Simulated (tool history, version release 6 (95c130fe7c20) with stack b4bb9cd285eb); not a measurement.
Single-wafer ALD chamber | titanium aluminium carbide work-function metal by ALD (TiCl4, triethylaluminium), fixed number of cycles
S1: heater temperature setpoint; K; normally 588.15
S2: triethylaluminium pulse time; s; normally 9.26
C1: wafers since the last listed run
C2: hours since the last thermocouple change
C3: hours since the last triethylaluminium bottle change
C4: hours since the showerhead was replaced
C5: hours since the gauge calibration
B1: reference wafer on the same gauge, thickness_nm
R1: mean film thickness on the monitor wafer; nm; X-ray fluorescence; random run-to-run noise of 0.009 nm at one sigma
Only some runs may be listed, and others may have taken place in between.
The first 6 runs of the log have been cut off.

run	hour	S1	S2	C1	C2	C3	C4	C5	B1	R1
7	276.3	588.15	9.26	347	2088.2	491.4	3038.8	776.8	2.190	2.065
8	316.3	588.15	6.46	430	2128.2	531.4	3078.8	816.8	2.189	1.832
9	384.0	588.15	6.46	728	2195.9	599.1	3146.5	884.5	2.191	1.818
10	410.8	594.15	9.26	288	2222.7	625.9	3173.3	911.3	2.189	2.077
11	451.9	594.15	9.26	442	2263.8	667.0	3214.4	952.4	2.189	2.077
12	520.6	594.15	9.26	739	2332.5	735.7	3283.1	1021.1	2.190	2.076
# hour 522.0: gauge calibrated
13	561.2	591.15	9.26	436	2373.1	776.3	3323.7	39.2	2.191	2.035
14	612.2	588.15	9.26	548	2424.1	827.3	3374.7	90.2	2.187	2.011
15	652.6	588.15	9.26	434	2464.5	867.7	3415.1	130.6	2.189	1.997
# hour 676.4: showerhead replaced, of another model than before
16	692.7	577.15	8.29	345	2504.6	907.8	16.3	170.7	2.190	1.934
17	728.2	598.15	10.75	382	2540.1	943.3	51.8	206.2	2.190	2.135
18	753.0	588.15	9.26	266	2564.9	968.1	76.6	231.0	2.189	2.034
19	787.0	603.15	11.60	365	2598.9	1002.1	110.6	265.0	2.191	2.179
# hour 839.1: thermocouple changed; heater temperature recalibrated
20	839.6	588.15	9.26	479	0.5	1054.7	163.2	317.6	2.192	2.016
21	889.8	598.15	11.19	540	50.7	1104.9	213.4	367.8	2.191	2.148
22	958.8	597.15	7.60	742	119.7	1173.9	282.4	436.8	2.190	2.011
# hour 983.3: triethylaluminium bottle replaced
23	997.3	588.15	9.26	328	158.2	14.0	320.9	475.3	2.188	2.079
24	1060.1	582.15	12.65	675	221.0	76.8	383.7	538.1	2.191	2.080

For run 25, what comes out?
25	1088.8	594.15	9.26	308	249.7	105.5	412.4	566.8	?	?

Run 25 produced B1 2.191, R1 2.110 nm.
Without the tool's hidden state the same run would have given R1 2.114 nm.

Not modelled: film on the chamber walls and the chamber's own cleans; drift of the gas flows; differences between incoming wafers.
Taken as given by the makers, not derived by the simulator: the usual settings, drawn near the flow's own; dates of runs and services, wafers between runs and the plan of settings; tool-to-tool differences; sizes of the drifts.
